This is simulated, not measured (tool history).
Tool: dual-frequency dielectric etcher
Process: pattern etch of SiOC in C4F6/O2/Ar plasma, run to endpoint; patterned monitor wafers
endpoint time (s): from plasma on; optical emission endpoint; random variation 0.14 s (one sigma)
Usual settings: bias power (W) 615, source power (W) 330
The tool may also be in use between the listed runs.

run	hour	bias power (W)	source power (W)	wafers since the last listed run	hours since the last wet clean	hours since the last bias power generator calibration	hours since the last source power generator calibration	hours since the last upper electrode change	incoming incoming film thickness, nm	endpoint time (s)
1	0	503	310	0	141.8	2068.7	2561	2807.7	51.4	19.2
2	17.8	503	310	384	159.6	2086.5	2578.8	2825.5	51.5	19.1
3	34.5	615	290	360	176.3	2103.2	2595.5	2842.2	51.9	18.4
4	68.5	615	390	733	210.3	2137.2	2629.5	2876.2	51.6	16.4
5	82.9	615	390	310	224.7	2151.6	2643.9	2890.6	51.4	16.2
6	100.5	501	330	379	242.3	2169.2	2661.5	2908.2	51.9	18.9
7	162.3	663	380	1333	304.1	2231	2723.3	2970	51.5	16
8	182.8	663	380	442	324.6	2251.5	2743.8	2990.5	51.4	15.7
9	215.6	615	380	707	357.4	2284.3	2776.6	3023.3	51.8	16.2
10	248.1	615	270	701	389.9	2316.8	2809.1	3055.8	51.4	18.3
11	279.6	715	330	679	421.4	2348.3	2840.6	3087.3	51.6	15.9
# hour 302.8: source power generator calibrated
# hour 312.3: wet clean of the chamber
# hour 314.6: upper electrode replaced
12	315.1	615	330	424	2.8	2383.8	12.3	0.5	50.7	17.6
13	339.1	615	310	517	26.8	2407.8	36.3	24.5	51.3	18.1
14	358.4	503	310	416	46.1	2427.1	55.6	43.8	51.2	19.2
15	393.8	558	290	763	81.5	2462.5	91	79.2	51.3	19.2
# hour 406: bias power generator calibrated
16	406.3	530	360	183	94	0.3	103.5	91.7	51.5	17.9
17	474.3	655	330	1467	162	68.3	171.5	159.7	51.6	17
18	508	723	300	727	195.7	102	205.2	193.4	51.4	16.8

Forecast run 19:
19	539.3	744	280	675	227	133.3	236.5	224.7	51.4	?

endpoint time (s): 17.1
Without the tool's hidden state the same run would have given endpoint time (s) 17.7.
